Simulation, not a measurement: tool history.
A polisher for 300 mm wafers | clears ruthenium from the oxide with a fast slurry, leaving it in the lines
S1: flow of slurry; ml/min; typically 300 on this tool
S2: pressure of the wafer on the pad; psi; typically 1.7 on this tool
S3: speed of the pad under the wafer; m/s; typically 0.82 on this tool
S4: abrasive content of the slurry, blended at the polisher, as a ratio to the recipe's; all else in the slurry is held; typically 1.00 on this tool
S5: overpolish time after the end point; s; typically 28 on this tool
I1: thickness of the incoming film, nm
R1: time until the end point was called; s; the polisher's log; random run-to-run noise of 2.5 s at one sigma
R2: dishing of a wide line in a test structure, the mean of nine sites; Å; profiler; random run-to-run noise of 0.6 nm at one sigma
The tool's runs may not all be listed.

{"run": 1, "hour": 0.0, "S1": 300, "S2": 1.7, "S3": 0.82, "S4": 1.0, "S5": 28, "I1": 277.7, "R1": 173.1, "R2": 289}
{"hour": 17.9, "done": "worn pad replaced by a new one"}
{"run": 2, "hour": 18.4, "S1": 300, "S2": 1.7, "S3": 0.82, "S4": 1.0, "S5": 28, "I1": 280.7, "R1": 176.8, "R2": 293}
{"run": 3, "hour": 31.0, "S1": 300, "S2": 1.7, "S3": 0.82, "S4": 1.0, "S5": 28, "I1": 278.4, "R1": 178.8, "R2": 286}
{"hour": 39.9, "done": "slurry blender recalibrated"}
{"run": 4, "hour": 40.5, "S1": 300, "S2": 1.7, "S3": 0.82, "S4": 1.0, "S5": 28, "I1": 280.0, "R1": 163.9, "R2": 300}
{"run": 5, "hour": 54.1, "S1": 300, "S2": 1.7, "S3": 0.82, "S4": 1.0, "S5": 28, "I1": 277.0, "R1": 162.2, "R2": 294}
{"run": 6, "hour": 62.1, "S1": 300, "S2": 1.7, "S3": 0.82, "S4": 1.0, "S5": 28, "I1": 278.2, "R1": 169.4, "R2": 296}
{"run": 7, "hour": 92.8, "S1": 225, "S2": 1.7, "S3": 0.82, "S4": 0.85, "S5": 28, "I1": 283.0, "R1": 202.0, "R2": 270}
{"run": 8, "hour": 104.3, "S1": 300, "S2": 1.7, "S3": 0.76, "S4": 1.0, "S5": 28, "I1": 279.8, "R1": 187.7, "R2": 274}
{"run": 9, "hour": 119.5, "S1": 300, "S2": 1.7, "S3": 0.76, "S4": 1.0, "S5": 28, "I1": 278.5, "R1": 187.7, "R2": 273}
{"hour": 135.5, "done": "worn pad replaced by a new one"}
{"hour": 135.8, "done": "head pressure recalibrated"}
{"run": 10, "hour": 136.3, "S1": 300, "S2": 1.7, "S3": 0.76, "S4": 1.0, "S5": 28, "I1": 281.0, "R1": 197.5, "R2": 276}
{"run": 11, "hour": 149.4, "S1": 300, "S2": 1.7, "S3": 0.98, "S4": 1.0, "S5": 28, "I1": 280.1, "R1": 149.9, "R2": 316}
{"run": 12, "hour": 163.6, "S1": 300, "S2": 1.7, "S3": 0.98, "S4": 1.0, "S5": 28, "I1": 277.7, "R1": 154.9, "R2": 314}
{"hour": 170.0, "done": "slurry blender recalibrated"}
{"run": 13, "hour": 178.5, "S1": 365, "S2": 1.3, "S3": 0.82, "S4": 0.8, "S5": 11, "I1": 277.0, "R1": 211.4, "R2": 118}
{"run": 14, "hour": 188.6, "S1": 300, "S2": 1.7, "S3": 0.82, "S4": 1.0, "S5": 13, "I1": 282.4, "R1": 172.2, "R2": 169}
{"run": 15, "hour": 194.7, "S1": 300, "S2": 2.2, "S3": 0.7, "S4": 0.9, "S5": 28, "I1": 284.8, "R1": 184.4, "R2": 287}
{"run": 16, "hour": 204.8, "S1": 300, "S2": 1.7, "S3": 0.82, "S4": 1.0, "S5": 28, "I1": 280.2, "R1": 177.8, "R2": 299}
{"run": 17, "hour": 216.3, "S1": 300, "S2": 1.5, "S3": 0.82, "S4": 1.0, "S5": 28, "I1": 281.6, "R1": 188.5, "R2": 275}
{"run": 18, "hour": 229.4, "S1": 300, "S2": 1.7, "S3": 0.82, "S4": 0.75, "S5": 28, "I1": 280.4, "R1": 214.6, "R2": 251}
{"hour": 237.3, "done": "slurry nozzle cleaned"}
{"run": 19, "hour": 238.9, "S1": 340, "S2": 2.2, "S3": 0.82, "S4": 0.8, "S5": 44, "I1": 277.2, "R1": 176.0, "R2": 385}
{"run": 20, "hour": 247.6, "S1": 300, "S2": 1.7, "S3": 0.82, "S4": 0.7, "S5": 39, "I1": 276.0, "R1": 222.9, "R2": 304}
{"hour": 273.7, "done": "worn pad replaced by a new one"}
{"hour": 280.3, "done": "slurry blender recalibrated"}
{"run": 21, "hour": 285.1, "S1": 300, "S2": 1.7, "S3": 0.82, "S4": 1.0, "S5": 28, "I1": 278.1, "R1": 167.4, "R2": 307}
{"run": 22, "hour": 296.1, "S1": 300, "S2": 1.4, "S3": 0.82, "S4": 1.0, "S5": 41, "I1": 279.9, "R1": 186.4, "R2": 361}
{"run": 23, "hour": 303.0, "S1": 300, "S2": 1.7, "S3": 0.82, "S4": 1.25, "S5": 28, "I1": 281.1, "R1": 146.4, "R2": 331}
{"run": 24, "hour": 313.8, "S1": 245, "S2": 1.7, "S3": 0.82, "S4": 1.0, "S5": 28, "I1": 279.5, "R1": 170.1, "R2": 290}
{"run": 25, "hour": 330.7, "S1": 235, "S2": 1.5, "S3": 1.04, "S4": 1.1, "S5": 28, "I1": 280.5, "R1": 140.2, "R2": 324}
{"run": 26, "hour": 341.4, "S1": 300, "S2": 1.7, "S3": 1.04, "S4": 1.0, "S5": 28, "I1": 278.9, "R1": 138.2, "R2": 346}
{"run": 27, "hour": 359.2, "S1": 300, "S2": 1.7, "S3": 0.82, "S4": 1.2, "S5": 28, "I1": 278.0, "R1": 159.7, "R2": 305}
{"run": 28, "hour": 372.3, "S1": 300, "S2": 1.7, "S3": 0.82, "S4": 1.0, "S5": 28, "I1": 280.3, "R1": 173.9, "R2": 280}
{"run": 29, "hour": 380.9, "S1": 300, "S2": 1.7, "S3": 1.08, "S4": 1.0, "S5": 16, "I1": 278.1, "R1": 134.2, "R2": 238}

Difference, measured minus no-hidden-state, one row per run. Run-to-run variation is common to both terms; the gauge's own scatter need not be:
The hidden state here: removal rate lost through wear of the pad, %; slurry flow missing at the pad, %; deviation of the head's pressure from its setpoint, %; abrasive missing from the slurry, %.
run=1 R1=+14.3 R2=-17
run=2 R1=+15.7 R2=-18
run=3 R1=+16.4 R2=-18
run=4 R1=+1.2 R2=-2
run=5 R1=+5.4 R2=-6
run=6 R1=+7.9 R2=-9
run=7 R1=+17.2 R2=-17
run=8 R1=+15.8 R2=-17
run=9 R1=+17.0 R2=-18
run=10 R1=+18.9 R2=-20
run=11 R1=+14.7 R2=-21
run=12 R1=+15.6 R2=-20
run=13 R1=+5.4 R2=-3
run=14 R1=+6.8 R2=-6
run=15 R1=+9.5 R2=-10
run=16 R1=+10.7 R2=-13
run=17 R1=+13.4 R2=-14
run=18 R1=+20.2 R2=-18
run=19 R1=+17.0 R2=-20
run=20 R1=+24.0 R2=-23
run=21 R1=+1.7 R2=-2
run=22 R1=+5.7 R2=-6
run=23 R1=+5.1 R2=-7
run=24 R1=+9.2 R2=-11
run=25 R1=+9.1 R2=-13
run=26 R1=+10.5 R2=-16
run=27 R1=+12.0 R2=-15
run=28 R1=+15.3 R2=-17
run=29 R1=+12.0 R2=-17
